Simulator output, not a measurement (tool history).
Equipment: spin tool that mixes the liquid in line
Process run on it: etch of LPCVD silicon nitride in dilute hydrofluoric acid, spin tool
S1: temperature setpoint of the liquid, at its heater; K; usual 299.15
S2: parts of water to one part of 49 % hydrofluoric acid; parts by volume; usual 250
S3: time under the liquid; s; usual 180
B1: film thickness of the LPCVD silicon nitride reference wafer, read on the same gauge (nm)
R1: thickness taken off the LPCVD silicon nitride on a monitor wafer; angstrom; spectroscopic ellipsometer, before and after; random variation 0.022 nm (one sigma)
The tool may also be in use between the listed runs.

run   hour      S1   S2   S3      B1    R1
  1      0  297.65  250  180  60.009  3.81
  2     13  297.65  250  180  59.981  3.92
  3   34.5  297.65  250  180  59.947  4.19
  4   53.9  299.15  250  180  60.005  4.15
  5   73.3  299.15  250  180  60.001  4.82
  6   94.9  299.15  250  180  59.986  4.27
  7  116.7  299.15  250  120   59.99  2.66
  8  137.2  299.15  250  180  59.964  4.48
  9  153.6  299.15  250  180  60.021  4.34
 10  178.6  304.15  250  180  59.992  6.04
 11  196.1  295.65  335   80  59.983  1.18
 12  212.9  299.15  125  180   59.99   8.1
 13  244.7  299.15  250  115  60.024  2.86
 14  279.9  304.15  295  100  59.992  2.55

Taken out of this log: 3 entries between the listed runs. Where each belongs, and how the hidden state differs across it:
From run 5 to run 6: thermometer replaced (hour 89.5)
  nothing in the hidden state changes from one run to the other
From run 7 to run 8: hydrofluoric acid flow meter replaced (hour 128.5)
  nothing in the hidden state changes from one run to the other
From run 10 to run 11: gauge calibrated (hour 189.8)
  nothing in the hidden state changes from one run to the other

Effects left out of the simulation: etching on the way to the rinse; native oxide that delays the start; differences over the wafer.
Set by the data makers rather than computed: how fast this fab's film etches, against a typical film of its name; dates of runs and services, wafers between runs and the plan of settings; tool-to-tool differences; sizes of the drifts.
